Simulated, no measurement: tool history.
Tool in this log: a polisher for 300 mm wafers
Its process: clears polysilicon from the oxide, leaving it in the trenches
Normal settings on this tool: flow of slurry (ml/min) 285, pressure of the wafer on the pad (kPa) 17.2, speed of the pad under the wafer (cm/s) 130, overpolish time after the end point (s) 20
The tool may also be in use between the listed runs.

run,day,flow of slurry (ml/min),pressure of the wafer on the pad (kPa),speed of the pad under the wafer (cm/s),overpolish time after the end point (s),wafers since the last listed run,wafers polished on this pad,hours since the slurry nozzle was cleaned,hours since the head pressure was calibrated,"incoming thickness of the incoming film, nm",time until the end point was called (s)
1,0,285,17.2,130,28,0,1133,179.7,266.9,505,24.7
2,1.658,285,17.2,130,28,329,1463,219.5,306.7,500.5,24.6
3,3.325,285,17.2,130,20,331,1794,259.5,346.7,499.6,25
# day 6.383: worn pad replaced by a new one
4,7.683,285,17.2,130,20,832,258,364.1,451.3,496.3,25.4
5,16.292,285,17.2,130,20,1710,1968,570.7,657.9,505.9,25.5
# day 18.733: worn pad replaced by a new one
6,20.271,285,17.2,130,20,757,305,666.2,753.4,504.2,25.8
7,22.096,285,17.2,130,20,362,668,710,797.2,494.3,25.1
# day 23.317: slurry nozzle cleaned
8,25.892,285,17.2,130,20,746,1414,61.8,888.3,498.9,24.1
# day 29.371: head pressure recalibrated
# day 31.896: worn pad replaced by a new one
9,34.408,285,17.2,130,20,1642,499,266.2,120.9,496.7,24.6
10,38.646,220,17.2,156,8,842,1341,367.9,222.6,504.2,22.8
11,42.804,230,17.2,130,20,826,2168,467.7,322.4,495.7,26.6
12,44.938,285,17.2,130,20,423,2591,518.9,373.6,500.5,25.5
# day 45.662: worn pad replaced by a new one, of another model than before
13,53.338,285,17.2,130,16,1636,1524,720.5,575.2,500.3,25
# day 55.758: slurry nozzle cleaned
14,56.067,285,13.8,130,20,534,2058,7.4,640.7,500.6,28.3
# day 59.192: worn pad replaced by a new one
15,59.212,285,17.2,130,20,592,3,82.9,716.2,508.4,24.6
16,61.783,215,17.2,130,32,510,514,144.6,777.9,497.4,24.7
17,63.771,215,17.2,130,20,394,909,192.3,825.6,496.9,24.7
18,67.9,285,17.2,130,20,820,1730,291.4,924.7,508.9,25.3
19,70.025,285,17.2,150,20,422,2152,342.4,975.7,505.9,23.2

Predict each of these 3 candidate next runs independently; none follows another, all start after run 19:
A,70.042,285,17.2,130,20,3,2155,342.8,976.1,498.4,?
B,70.042,285,20,110,20,3,2155,342.8,976.1,498.4,?
C,70.042,335,15.9,152,11,3,2155,342.8,976.1,498.4,?

run,time until the end point was called (s)
A,25
B,24.3
C,24.1
Without the tool's hidden state the same runs would have given:
run,time until the end point was called (s)
A,24.1
B,23.4
C,23.3
